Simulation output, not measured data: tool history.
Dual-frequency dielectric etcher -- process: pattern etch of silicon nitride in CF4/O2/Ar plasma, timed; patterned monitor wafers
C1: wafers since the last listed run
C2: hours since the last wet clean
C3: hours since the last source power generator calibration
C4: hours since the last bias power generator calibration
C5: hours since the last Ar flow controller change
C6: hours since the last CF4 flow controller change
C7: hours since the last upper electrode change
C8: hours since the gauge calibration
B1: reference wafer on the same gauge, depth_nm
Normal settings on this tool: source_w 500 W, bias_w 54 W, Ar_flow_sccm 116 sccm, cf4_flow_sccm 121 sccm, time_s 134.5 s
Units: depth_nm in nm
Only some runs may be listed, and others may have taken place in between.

Run 1, day 0: usual settings but cf4_flow_sccm 138 sccm; C1 0; C2 261.2; C3 2791.4; C4 3039.5; C5 4835.8; C6 4959.1; C7 5271.5; C8 1249.5; B1 233. Result: depth_nm 283.9 nm.
At day 4.446: wet clean of the chamber.
At day 4.842: upper electrode replaced.
Run 2, day 5.029: usual settings but cf4_flow_sccm 138 sccm; C1 933; C2 14; C3 2912.1; C4 3160.2; C5 4956.5; C6 5079.8; C7 4.5; C8 1370.2; B1 233.2. Result: depth_nm 281.9 nm.
Run 3, day 6.308: usual settings; C1 328; C2 44.7; C3 2942.8; C4 3190.9; C5 4987.2; C6 5110.5; C7 35.2; C8 1400.9; B1 233. Result: depth_nm 276.7 nm.
At day 7.896: Ar flow controller replaced.
Run 4, day 8.792: usual settings but cf4_flow_sccm 106 sccm; C1 574; C2 104.3; C3 3002.4; C4 3250.5; C5 21.5; C6 5170.1; C7 94.8; C8 1460.5; B1 233.1. Result: depth_nm 274.4 nm.
At day 10.2: gauge calibrated.
Run 5, day 10.792: usual settings but cf4_flow_sccm 106 sccm; C1 514; C2 152.3; C3 3050.4; C4 3298.5; C5 69.5; C6 5218.1; C7 142.8; C8 14.2; B1 233.1. Result: depth_nm 274.3 nm.
Run 6, day 13.129: usual settings but cf4_flow_sccm 106 sccm; C1 600; C2 208.4; C3 3106.5; C4 3354.6; C5 125.6; C6 5274.2; C7 198.9; C8 70.3; B1 233.1. Result: depth_nm 273.5 nm.
Run 7, day 14.783: usual settings but source_w 420 W, bias_w 44 W; C1 425; C2 248.1; C3 3146.2; C4 3394.3; C5 165.3; C6 5313.9; C7 238.6; C8 110; B1 233. Result: depth_nm 224.3 nm.
Run 8, day 17.425: usual settings but source_w 420 W, bias_w 62 W, Ar_flow_sccm 99 sccm, cf4_flow_sccm 140 sccm; C1 678; C2 311.5; C3 3209.6; C4 3457.7; C5 228.7; C6 5377.3; C7 302; C8 173.4; B1 233.1. Result: depth_nm 266.9 nm.
At day 20.45: wet clean of the chamber.
Run 9, day 20.471: usual settings but Ar_flow_sccm 144 sccm; C1 525; C2 0.5; C3 3282.7; C4 3530.8; C5 301.8; C6 5450.4; C7 375.1; C8 246.5; B1 232.8. Result: depth_nm 267.1 nm.
At day 22.238: CF4 flow controller replaced.
Run 10, day 22.454: usual settings but Ar_flow_sccm 141 sccm, time_s 124.5 s; C1 445; C2 48.1; C3 3330.3; C4 3578.4; C5 349.4; C6 5.2; C7 422.7; C8 294.1; B1 233. Result: depth_nm 246.7 nm.
Run 11, day 24.154: usual settings but source_w 390 W; C1 436; C2 88.9; C3 3371.1; C4 3619.2; C5 390.2; C6 46; C7 463.5; C8 334.9; B1 232.9. Result: depth_nm 233.2 nm.
At day 25.067: source power generator calibrated.
Run 12, day 26.358: usual settings but source_w 460 W, bias_w 48 W, Ar_flow_sccm 92 sccm; C1 523; C2 141.8; C3 31; C4 3672.1; C5 443.1; C6 98.9; C7 516.4; C8 387.8; B1 233.1. Result: depth_nm 268.9 nm.
At day 27.717: bias power generator calibrated.
Run 13, day 28.833: usual settings but bias_w 64 W, cf4_flow_sccm 144 sccm; C1 593; C2 201.2; C3 90.4; C4 26.8; C5 502.5; C6 158.3; C7 575.8; C8 447.2; B1 233. Result: depth_nm 316.1 nm.
Run 14, day 31.283: usual settings but cf4_flow_sccm 135 sccm; C1 629; C2 260; C3 149.2; C4 85.6; C5 561.3; C6 217.1; C7 634.6; C8 506; B1 232.9. Result: depth_nm 289.6 nm.
Run 15, day 33.504: usual settings but source_w 380 W, bias_w 42 W, cf4_flow_sccm 150 sccm, time_s 106 s; C1 570; C2 313.3; C3 202.5; C4 138.9; C5 614.6; C6 270.4; C7 687.9; C8 559.3; B1 233.1. Result: depth_nm 171 nm.
Run 16, day 36.029: usual settings; C1 649; C2 373.9; C3 263.1; C4 199.5; C5 675.2; C6 331; C7 748.5; C8 619.9; B1 233.1. Result: depth_nm 288.2 nm.
Run 17, day 37.471: usual settings; C1 370; C2 408.5; C3 297.7; C4 234.1; C5 709.8; C6 365.6; C7 783.1; C8 654.5; B1 232.8. Result: depth_nm 287.1 nm.
At day 38.983: wet clean of the chamber.
Run 18, day 39.004: usual settings but bias_w 67 W, time_s 105.5 s; C1 137; C2 0.5; C3 334.5; C4 270.9; C5 746.6; C6 402.4; C7 819.9; C8 691.3; B1 233.1. Result: depth_nm 245.7 nm.

Run 19, settings as shown, results not yet in. Your forecast:
Run 19, day 40.683: usual settings but bias_w 61 W, Ar_flow_sccm 131 sccm; C1 431; C2 40.8; C3 374.8; C4 311.2; C5 786.9; C6 442.7; C7 860.2; C8 731.6; B1 ?. Result: depth_nm ?.

Run 19 measured B1 232.8, depth_nm 296.1 nm.
Minus the tool's unlogged condition, the same run would have read depth_nm 296.6 nm.

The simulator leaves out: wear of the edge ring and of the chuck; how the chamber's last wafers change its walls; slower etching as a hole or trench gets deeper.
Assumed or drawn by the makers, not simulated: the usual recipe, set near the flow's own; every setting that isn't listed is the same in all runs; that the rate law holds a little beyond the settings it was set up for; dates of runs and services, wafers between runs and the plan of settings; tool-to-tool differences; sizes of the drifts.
